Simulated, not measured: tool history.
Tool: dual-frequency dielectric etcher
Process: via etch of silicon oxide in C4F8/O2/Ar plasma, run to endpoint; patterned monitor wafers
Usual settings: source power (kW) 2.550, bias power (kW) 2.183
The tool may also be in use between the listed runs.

run    hour  source power (kW)  bias power (kW)  incoming incoming film thickness, nm  endpoint time (s)
  1     0.0              2.550            2.183                                1247.9              207.2
  2    60.0              2.550            1.857                                1260.3              227.7
  3   117.2              2.550            1.849                                1259.1              226.4
  4   143.3              2.550            1.849                                1251.5              227.9
  5   196.5              2.550            1.849                                1253.2              227.4
  6   240.8              2.550            1.897                                1258.8              225.8
  7   268.9              2.550            2.183                                1247.8              212.5
  8   339.3              2.550            2.183                                1247.1              211.7
  9   393.3              2.550            2.183                                1257.2              213.4
 10   438.6              2.180            2.183                                1254.1              226.9
 11   476.7              2.150            2.183                                1262.0              229.9
      522.2  -- wet clean of the chamber
 12   530.4              2.330            2.565                                1252.5              199.0
      635.5  -- bias power generator calibrated
      649.2  -- source power generator calibrated
 13   678.0              2.950            2.592                                1249.7              182.3
 14   715.5              2.550            2.183                                1261.0              210.3
 15   769.0              2.930            2.183                                1268.9              200.8
      813.1  -- upper electrode replaced
 16   826.9              2.150            2.469                                1261.1              211.7
 17   884.2              2.550            2.183                                1258.9              211.8
 18   939.9              2.360            2.183                                1245.0              215.2
 19   997.6              2.550            1.912                                1243.6              224.3
 20  1033.7              3.160            2.618                                1256.2              181.5
 21  1057.8              1.940            2.724                                1253.9              213.1
 22  1129.1              2.550            2.427                                1258.7              205.3

Forecast each of these 5 alternatives for the next run:
  A  1129.6              2.550            2.183                                1270.1                  ?
  B  1129.6              2.820            1.693                                1270.1                  ?
  C  1129.6              2.130            2.183                                1270.1                  ?
  D  1129.6              2.330            1.821                                1270.1                  ?
  E  1129.6              2.880            1.754                                1270.1                  ?

run  endpoint time (s)
  A              216.6
  B              235.2
  C              231.5
  D              244.1
  E              229.3
Without the tool's hidden state the same runs would have given:
run  endpoint time (s)
  A              208.4
  B              226.3
  C              222.7
  D              234.8
  E              220.6

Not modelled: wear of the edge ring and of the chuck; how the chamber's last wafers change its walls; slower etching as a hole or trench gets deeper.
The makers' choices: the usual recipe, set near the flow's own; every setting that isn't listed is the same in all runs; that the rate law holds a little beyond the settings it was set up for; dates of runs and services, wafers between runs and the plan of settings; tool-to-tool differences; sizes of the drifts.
